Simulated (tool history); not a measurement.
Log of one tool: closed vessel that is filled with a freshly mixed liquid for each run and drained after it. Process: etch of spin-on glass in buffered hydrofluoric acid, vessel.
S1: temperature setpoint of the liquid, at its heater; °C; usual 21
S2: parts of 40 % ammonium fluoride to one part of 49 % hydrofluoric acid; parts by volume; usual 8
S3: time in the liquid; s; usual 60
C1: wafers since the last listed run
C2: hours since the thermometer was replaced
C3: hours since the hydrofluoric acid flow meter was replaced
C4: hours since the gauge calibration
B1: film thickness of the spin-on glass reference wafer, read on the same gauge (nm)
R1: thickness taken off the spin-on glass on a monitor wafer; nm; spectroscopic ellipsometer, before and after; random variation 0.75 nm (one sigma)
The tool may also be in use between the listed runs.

run   hour    S1   S2  S3     C1      C2     C3     C4      B1      R1
  1      0    21    8  60      0   914.9  548.8  626.8     150  116.77
       5.1  -- hydrofluoric acid flow meter replaced
  2   20.3    21    8  60   2026   935.2   15.2  647.1  149.99  124.59
  3   42.3    21    8  60   2310   957.2   37.2  669.1  149.98   123.2
  4   74.1    21    8  35   3339     989     69  700.9  149.99   71.81
  5  158.4    21    8  35   8852  1073.3  153.3  785.2  150.02   70.36
  6  172.1    21    8  35   1438    1087    167  798.9     150   70.68
  7  200.8    21    8  60   3013  1115.7  195.7  827.6  150.01  119.13
  8  221.1    21    8  60   2131    1136    216  847.9     150  118.89
  9  234.1    21    8  60   1365    1149    229  860.9  150.02     119
     289.8  -- gauge calibrated
 10  336.7    21    8  60  10773  1251.6  331.6   46.9     150  116.61
 11  364.5    21    8  60   2919  1279.4  359.4   74.7  149.99  117.66
 12  385.8    21    8  60   2236  1300.7  380.7     96  150.01  116.19
 13  414.3    21    8  60   2992  1329.2  409.2  124.5  150.01  116.24
 14  443.8    21    8  60   3097  1358.7  438.7    154  150.02  113.85
 15  479.2    21    8  60   3717  1394.1  474.1  189.4  150.01  115.17
 16  500.7    21  6.5  30   2257  1415.6  495.6  210.9  150.01   70.83
 17  532.6    25   10  90   3349  1447.5  527.5  242.8  149.99  175.61
 18  565.3    21    8  60   3433  1480.2  560.2  275.5  150.01  111.43
 19    581    21    8  60   1648  1495.9  575.9  291.2  149.99  111.66
 20  595.7    21    8  75   1543  1510.6  590.6  305.9  150.01  138.67
 21  612.6    21    8  60   1774  1527.5  607.5  322.8  149.99  112.01
     614.7  -- thermometer replaced
     628.2  -- hydrofluoric acid flow meter replaced
 22  646.7  17.5    6  90   3370      32   18.5  356.9     150  215.96
 23    673    17    6  35   2761    58.3   44.8  383.2     150   80.03
 24  701.4    21    8  50   2982    86.7   73.2  411.6  150.01  109.73
 25  727.7    17   10  30   2761     113   99.5  437.9  149.99   43.17
 26  750.4    21    8  60   2383   135.7  122.2  460.6  149.99  129.36
 27  765.5    21    8  90   1585   150.8  137.3  475.7  149.98  193.85
 28  781.7    21    8  60   1701     167  153.5  491.9     150  128.99
 29  799.7    21    8  80   1890     185  171.5  509.9  149.99  172.17

Forecast each of these 3 alternatives for the next run:
  A  800.4    21   8  60  73  185.7  172.2  510.6   ?   ?
  B  800.4    26   8  70  73  185.7  172.2  510.6   ?   ?
  C  800.4  18.5   6  60  73  185.7  172.2  510.6   ?   ?

run   B1      R1
  A  150  129.07
  B  150  198.02
  C  150  148.78
Without the tool's hidden state the same runs would have given:
run      R1
  A     134
  B  205.46
  C  153.83
